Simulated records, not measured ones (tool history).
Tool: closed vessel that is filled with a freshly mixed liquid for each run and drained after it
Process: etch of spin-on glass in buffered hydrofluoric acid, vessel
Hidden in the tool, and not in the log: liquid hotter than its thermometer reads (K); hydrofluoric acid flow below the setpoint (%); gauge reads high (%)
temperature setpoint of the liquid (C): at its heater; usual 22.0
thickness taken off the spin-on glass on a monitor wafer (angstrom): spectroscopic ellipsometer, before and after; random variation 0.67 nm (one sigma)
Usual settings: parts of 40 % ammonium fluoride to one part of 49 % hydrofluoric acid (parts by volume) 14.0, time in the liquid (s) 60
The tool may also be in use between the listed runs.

run	hour	temperature setpoint of the liquid (C)	parts of 40 % ammonium fluoride to one part of 49 % hydrofluoric acid (parts by volume)	time in the liquid (s)	wafers since the last listed run	hours since the thermometer was replaced	hours since the hydrofluoric acid flow meter was replaced	hours since the gauge calibration	read-back film thickness of the spin-on glass reference wafer, read on the same gauge (nm)	thickness taken off the spin-on glass on a monitor wafer (angstrom)
1	0.0	22.0	18.0	60	0	333.1	399.2	756.6	40.03	1035.8
# hour 4.1: gauge calibrated
2	44.2	22.0	18.0	60	2817	377.3	443.4	40.1	40.00	1033.3
3	103.8	22.0	12.0	50	3799	436.9	503.0	99.7	39.93	1279.2
4	165.6	22.0	14.0	60	3939	498.7	564.8	161.5	40.01	1320.7
5	208.6	22.0	14.0	60	2741	541.7	607.8	204.5	39.96	1322.1
6	250.1	22.0	14.0	60	2645	583.2	649.3	246.0	40.02	1317.9
7	289.4	22.0	14.0	60	2505	622.5	688.6	285.3	40.05	1314.9
8	335.0	22.0	14.0	60	2906	668.1	734.2	330.9	40.03	1320.5
9	388.2	22.0	14.0	60	3391	721.3	787.4	384.1	39.96	1302.2
10	515.6	22.0	14.0	60	8121	848.7	914.8	511.5	40.01	1310.1
11	551.4	22.0	14.0	50	2282	884.5	950.6	547.3	40.02	1091.8
12	591.5	22.0	14.0	60	2556	924.6	990.7	587.4	40.01	1309.6
13	651.4	22.0	14.0	60	3818	984.5	1050.6	647.3	40.01	1319.5
14	753.0	22.0	14.0	60	6476	1086.1	1152.2	748.9	39.99	1313.6
# hour 767.0: gauge calibrated
15	824.9	26.0	17.0	60	4583	1158.0	1224.1	57.9	40.04	1339.9
16	934.4	22.0	16.0	60	6980	1267.5	1333.6	167.4	40.03	1153.0
17	961.8	26.5	17.5	95	1746	1294.9	1361.0	194.8	39.99	2135.0
# hour 991.0: thermometer replaced
18	1082.5	18.0	14.0	60	7630	91.5	1481.7	315.5	39.98	1042.6
19	1131.2	26.5	12.5	75	3104	140.2	1530.4	364.2	39.98	2326.6
20	1191.7	22.0	14.0	60	3856	200.7	1590.9	424.7	39.98	1302.3
# hour 1228.7: hydrofluoric acid flow meter replaced
21	1257.7	18.0	16.5	75	4143	266.7	29.0	490.7	39.98	1119.2
22	1326.4	22.0	14.0	60	4379	335.4	97.7	559.4	40.00	1332.2
23	1366.4	22.0	14.0	60	2549	375.4	137.7	599.4	40.02	1333.3
24	1392.6	22.0	14.0	60	1670	401.6	163.9	625.6	40.02	1328.3
25	1425.7	19.0	14.0	85	2110	434.7	197.0	658.7	39.97	1583.4
26	1478.0	19.5	14.0	60	3334	487.0	249.3	711.0	39.99	1152.0
27	1514.0	24.0	14.0	60	2294	523.0	285.3	747.0	40.02	1463.8
28	1565.7	24.0	14.0	35	3295	574.7	337.0	798.7	39.93	866.7

5 ways to go on from here, each from the tool as it stands after run 28. What would each give?
A	1566.4	22.0	11.5	60	44	575.4	337.7	799.4	?	?
B	1566.4	18.0	17.5	60	44	575.4	337.7	799.4	?	?
C	1566.4	22.0	16.0	50	44	575.4	337.7	799.4	?	?
D	1566.4	22.0	14.0	70	44	575.4	337.7	799.4	?	?
E	1566.4	22.0	9.5	85	44	575.4	337.7	799.4	?	?

run	read-back film thickness of the spin-on glass reference wafer, read on the same gauge (nm)	thickness taken off the spin-on glass on a monitor wafer (angstrom)
A	40.00	1582.6
B	40.00	837.3
C	40.00	953.9
D	40.00	1522.8
E	40.00	2658.7
Without the tool's hidden state the same runs would have given:
run	thickness taken off the spin-on glass on a monitor wafer (angstrom)
A	1591.2
B	841.9
C	959.1
D	1531.2
E	2668.1
